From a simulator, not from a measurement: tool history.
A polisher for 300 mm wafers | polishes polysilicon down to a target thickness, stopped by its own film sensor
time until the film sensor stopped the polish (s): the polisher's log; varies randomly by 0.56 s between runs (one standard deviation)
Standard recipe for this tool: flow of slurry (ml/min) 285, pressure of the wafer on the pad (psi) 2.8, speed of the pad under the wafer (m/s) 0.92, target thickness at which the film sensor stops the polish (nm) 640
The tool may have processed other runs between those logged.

run    day  flow of slurry (ml/min)  pressure of the wafer on the pad (psi)  speed of the pad under the wafer (m/s)  target thickness at which the film sensor stops the polish (nm)  incoming thickness of the incoming film, nm  time until the film sensor stopped the polish (s)
  1  0.000                      285                                     2.8                                    0.92                                                              584                                       1220.4                                              112.3
  2  0.512                      285                                     2.8                                    0.92                                                              584                                       1240.5                                              116.3
  3  1.092                      285                                     2.8                                    0.92                                                              640                                       1230.3                                              104.6
  4  1.708                      285                                     2.8                                    0.92                                                              640                                       1241.8                                              106.3
  5  1.988                      285                                     2.8                                    0.92                                                              640                                       1229.7                                              105.3
  6  2.608                      285                                     2.8                                    0.92                                                              640                                       1237.2                                              108.1
  7  3.104                      285                                     2.8                                    0.70                                                              640                                       1211.0                                              134.1
  8  3.721                      285                                     2.8                                    0.70                                                              640                                       1234.0                                              140.8
     3.883  -- head pressure recalibrated
     4.075  -- slurry nozzle cleaned
     4.104  -- worn pad replaced by a new one
  9  4.296                      285                                     2.8                                    1.02                                                              640                                       1231.3                                               87.7
 10  4.758                      250                                     2.0                                    0.92                                                              715                                       1223.8                                              112.5
 11  5.471                      195                                     2.8                                    0.92                                                              640                                       1236.6                                              105.6
 12  5.838                      285                                     2.8                                    0.92                                                              640                                       1228.4                                               98.6
 13  6.121                      285                                     2.8                                    0.92                                                              640                                       1212.5                                               95.2
 14  6.462                      220                                     2.8                                    0.92                                                              640                                       1239.6                                              104.5
 15  6.812                      285                                     2.8                                    0.92                                                              640                                       1225.2                                               99.0
 16  7.525                      230                                     2.8                                    1.12                                                              527                                       1220.8                                              101.4
 17  7.871                      245                                     2.8                                    0.82                                                              533                                       1213.6                                              132.6

Alternative continuations, all from the tool just after run 17; predict every row:
  A  7.888                      360                                     2.8                                    0.92                                                              640                                       1230.6                                                  ?
  B  7.888                      380                                     3.1                                    0.62                                                              785                                       1230.6                                                  ?
  C  7.888                      215                                     3.4                                    1.08                                                              640                                       1230.6                                                  ?

run  time until the film sensor stopped the polish (s)
  A                                               97.0
  B                                               97.1
  C                                               75.2
The same runs, with their run-to-run variation unchanged, on a tool lacking any hidden condition would have given:
run  time until the film sensor stopped the polish (s)
  A                                               93.3
  B                                               93.5
  C                                               71.3
